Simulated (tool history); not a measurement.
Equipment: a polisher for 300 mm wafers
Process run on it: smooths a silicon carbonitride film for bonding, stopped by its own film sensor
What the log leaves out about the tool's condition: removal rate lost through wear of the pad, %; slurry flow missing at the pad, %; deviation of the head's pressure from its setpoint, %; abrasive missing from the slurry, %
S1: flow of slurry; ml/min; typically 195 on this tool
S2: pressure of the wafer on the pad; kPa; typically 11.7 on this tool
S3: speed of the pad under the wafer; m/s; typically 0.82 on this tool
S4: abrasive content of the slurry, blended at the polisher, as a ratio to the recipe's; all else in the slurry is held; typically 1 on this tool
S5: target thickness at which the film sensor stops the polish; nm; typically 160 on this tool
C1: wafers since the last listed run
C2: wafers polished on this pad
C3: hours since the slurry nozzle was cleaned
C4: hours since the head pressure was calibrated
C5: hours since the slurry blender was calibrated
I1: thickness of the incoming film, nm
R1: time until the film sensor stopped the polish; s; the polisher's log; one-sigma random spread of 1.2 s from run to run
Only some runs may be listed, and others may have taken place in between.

run     day   S1    S2    S3    S4   S5    C1    C2     C3     C4     C5     I1     R1
  1       0  195  11.7  0.82     1  160     0   423  337.5   23.8    310  181.1    135
  2   2.454  195  11.7  0.82     1  160   259   682  396.4   82.7  368.9    181  134.5
      6.117  -- slurry blender recalibrated
  3   6.638  195  11.7  0.82     1  160   433  1116  496.8  183.1   12.5  181.5    137
  4   9.204  195  11.7  0.82     1  160   271  1387  558.4  244.7   74.1  180.5  130.8
  5   11.45  220  11.7  0.82     1  160   237  1625  612.3  298.6    128  180.7  129.2
     13.275  -- worn pad replaced by a new one
  6  14.462  220  11.7  0.82     1  160   300   125  684.6  370.9  200.3  178.3  114.7
  7  18.012  220  11.7  0.82     1  160   375   501  769.8  456.1  285.5  181.9  135.5
     20.975  -- slurry nozzle cleaned
  8  22.446  195  11.7  0.92     1  160   464   965   35.3  562.5  391.9  177.4   97.6
     24.208  -- head pressure recalibrated
  9  26.212  195  11.7  0.92     1  160   389  1354  125.7   48.1  482.3  182.4  129.5
     27.621  -- slurry blender recalibrated
 10  29.992  245  11.7  0.82   0.9  160   390  1745  216.4  138.8   56.9  181.3  137.6
     30.675  -- worn pad replaced by a new one
 11  31.925  245  11.7  0.82   0.9  160   186   132  262.8  185.2  103.3  180.9  134.7
 12  34.279  250  11.7  0.82   1.1  160   248   381  319.3  241.7  159.8  181.2  128.4
 13  36.233  195  11.7  0.72     1  160   206   587  366.2  288.6  206.7  180.8  146.6
 14  39.812  195  11.7  0.82     1  160   378   966  452.1  374.5  292.6    180  126.7
 15  42.058  130  11.7  0.82  0.75  160   237  1203    506  428.4  346.5  177.2  125.2
     45.183  -- slurry blender recalibrated
 16  46.033  215   7.6  0.64     1  160   411  1615  601.4  523.8   20.4    183  269.2
     48.338  -- head pressure recalibrated
     48.983  -- worn pad replaced by a new one, of another model than before
 17  49.733  195  10.3  0.68     1  160   364    79  690.2   33.5  109.2  180.1  152.2
 18  52.967  220   9.7  1.06     1  165   341   421  767.8  111.1  186.8  180.2   94.3
 19  57.183  195  11.7  0.82   0.7  166   445   866    869  212.3    288    181  109.5
     57.612  -- slurry nozzle cleaned
     64.383  -- worn pad replaced by a new one
     66.321  -- slurry blender recalibrated
 20   70.15  235  11.7  0.82     1  167  1340   600  300.9  523.5   91.9  179.1   75.4
 21  71.862  195  13.8   0.9     1  160   181   781    342  564.6    133  178.9  104.3
     73.508  -- head pressure recalibrated
 22  73.867  195  11.7  0.54     1  155   203   985  390.1    8.6  181.1  177.5  178.3
 23  79.975  195  11.7  0.82     1  160   645  1630  536.7  155.2  327.7    181  134.3
      80.95  -- worn pad replaced by a new one
 24  83.762  220   9.7  0.82  1.25  160   382   297  627.6  246.1  418.6  179.5  129.4
 25  86.383  195  11.7  0.82     1  160   277   574  690.5    309  481.5  182.2  142.8

4 ways to go on from here, each from the tool as it stands after run 25. What would each give?
  A  86.404  195  11.7  0.82     1  160   2  576  691  309.5  482  182.7   ?
  B  86.404  195  11.7  0.82  1.15  160   2  576  691  309.5  482  182.7   ?
  C  86.404  140   8.3  0.82   0.7  166   2  576  691  309.5  482  182.7   ?
  D  86.404  195  11.7  0.82   0.8  160   2  576  691  309.5  482  182.7   ?

run     R1
  A  146.3
  B  139.1
  C  158.4
  D  159.1
With no hidden state in the tool, these same runs would have given:
run     R1
  A  146.9
  B  139.7
  C    159
  D  159.8

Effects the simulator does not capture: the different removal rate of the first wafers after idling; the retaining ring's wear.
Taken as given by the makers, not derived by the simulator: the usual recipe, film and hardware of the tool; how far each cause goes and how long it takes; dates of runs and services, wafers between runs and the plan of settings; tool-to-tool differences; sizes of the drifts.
